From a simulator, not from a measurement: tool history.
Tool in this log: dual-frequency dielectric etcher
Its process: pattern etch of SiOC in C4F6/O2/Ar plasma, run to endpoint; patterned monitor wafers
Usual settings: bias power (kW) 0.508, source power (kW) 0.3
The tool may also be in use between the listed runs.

run    hour  bias power (kW)  source power (kW)  incoming incoming film thickness, nm  endpoint time (s)
  1       0            0.454               0.26                                 28.04               11.3
  2    57.6            0.454               0.26                                 28.11               11.3
  3   117.9            0.454               0.26                                 28.04               11.2
      310.9  -- wet clean of the chamber
  4   311.4            0.508                0.3                                 28.02               10.4
  5   349.9            0.572               0.27                                  28.3               10.7
  6   390.7            0.508                0.3                                 28.09               10.3
  7   477.6            0.508                0.3                                 27.86               10.2
  8   561.5            0.508               0.27                                 28.12               10.8
  9   659.2            0.508               0.27                                 28.29               10.8
 10   745.8            0.508               0.27                                 28.07               10.6
      820.4  -- wet clean of the chamber
 11   824.2            0.473               0.27                                 28.01                 11
 12     896            0.473               0.27                                 28.04                 11
 13   966.2            0.546               0.36                                 28.03                9.2
 14  1055.1            0.546               0.36                                 28.35                9.3
     1094.7  -- source power generator calibrated
     1105.7  -- upper electrode replaced
 15  1133.3            0.575               0.22                                  28.2               11.8
 16  1204.8            0.508               0.25                                 28.17               11.3
     1310.7  -- wet clean of the chamber
     1317.4  -- bias power generator calibrated
 17  1452.5            0.472                0.3                                 27.95               10.6
 18  1523.2            0.429                0.3                                 27.76               10.6
 19  1622.8            0.508                0.3                                 28.34               10.4
 20  1660.2            0.448               0.25                                 27.82               11.5
 21  1706.4            0.508                0.3                                 27.88               10.1
 22  1802.9            0.462               0.24                                 28.18               11.6
 23  1907.4            0.508                0.3                                 28.12                 10
     1943.2  -- wet clean of the chamber
 24    1984            0.508               0.26                                 27.91               11.2
 25  2022.2              0.4                0.3                                 28.17               11.1
 26    2106            0.508                0.3                                 28.35               10.4
 27  2195.3            0.544               0.24                                 28.09               11.4
 28  2245.3            0.508               0.22                                 28.04                 12
 29    2352            0.416               0.35                                 27.92                9.9

Alternative continuations, all from the tool just after run 29; predict every row:
  A  2352.4            0.508               0.34                                 28.06                  ?
  B  2352.4            0.508               0.24                                 28.06                  ?
  C  2352.4            0.385               0.24                                 28.06                  ?

run  endpoint time (s)
  A                9.5
  B               11.4
  C               12.1
The same runs, with their run-to-run variation unchanged, on a tool lacking any hidden condition would have given:
run  endpoint time (s)
  A                9.9
  B               11.8
  C               12.6
